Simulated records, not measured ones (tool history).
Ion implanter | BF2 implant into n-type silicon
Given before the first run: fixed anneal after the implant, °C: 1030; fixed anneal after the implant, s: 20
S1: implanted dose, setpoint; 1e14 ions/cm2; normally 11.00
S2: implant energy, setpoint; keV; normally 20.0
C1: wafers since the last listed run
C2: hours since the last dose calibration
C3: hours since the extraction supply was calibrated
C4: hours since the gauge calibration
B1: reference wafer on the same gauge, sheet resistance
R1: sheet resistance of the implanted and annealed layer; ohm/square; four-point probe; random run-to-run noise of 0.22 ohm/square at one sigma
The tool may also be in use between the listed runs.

run   hour     S1    S2    C1     C2      C3     C4      B1      R1
  1    0.0  12.45  20.0     0  378.5  3315.5  538.5  150.96  139.88
  2   34.2  12.45  20.0   762  412.7  3349.7  572.7  150.98  139.48
  3   80.4  12.45  20.0  1030  458.9  3395.9  618.9  151.01  139.41
  4  107.4   9.20  18.5   602  485.9  3422.9  645.9  151.01  162.38
  5  165.6   9.20  18.5  1297  544.1  3481.1  704.1  150.96  161.95
     203.2  -- gauge calibrated
  6  215.6  11.00  20.0  1115  594.1  3531.1   12.4  151.03  145.30
  7  275.4  11.00  20.0  1333  653.9  3590.9   72.2  151.00  145.28
     299.0  -- Faraday cup replaced and dose calibrated
     326.0  -- extraction supply calibrated
  8  341.1  13.11  22.5  1108   42.1    15.1  137.9  150.98  132.10
  9  395.1  12.18  15.0  1204   96.1    69.1  191.9  150.98  154.26
 10  465.9  11.00  20.0  1578  166.9   139.9  262.7  150.94  146.54
 11  494.8   8.83  16.0   644  195.8   168.8  291.6  150.97  173.48
 12  540.1  11.00  15.5  1010  241.1   214.1  336.9  150.97  158.23
 13  609.9  11.00  20.0  1556  310.9   283.9  406.7  150.96  146.09
 14  653.5   9.08  25.0   972  354.5   327.5  450.3  151.01  150.75

4 ways to go on from here, each from the tool as it stands after run 14. What would each give?
  A  653.9  11.00  20.0   8  354.9  327.9  450.7   ?   ?
  B  653.9   9.77  14.0   8  354.9  327.9  450.7   ?   ?
  C  653.9   8.30  17.5   8  354.9  327.9  450.7   ?   ?
  D  653.9   8.00  20.0   8  354.9  327.9  450.7   ?   ?

run      B1      R1
  A  151.05  146.20
  B  151.05  170.93
  C  151.05  174.61
  D  151.05  172.23
Stripped of hidden state, with their random variation kept, the same runs would have yielded:
run      R1
  A  146.65
  B  171.51
  C  175.33
  D  172.99

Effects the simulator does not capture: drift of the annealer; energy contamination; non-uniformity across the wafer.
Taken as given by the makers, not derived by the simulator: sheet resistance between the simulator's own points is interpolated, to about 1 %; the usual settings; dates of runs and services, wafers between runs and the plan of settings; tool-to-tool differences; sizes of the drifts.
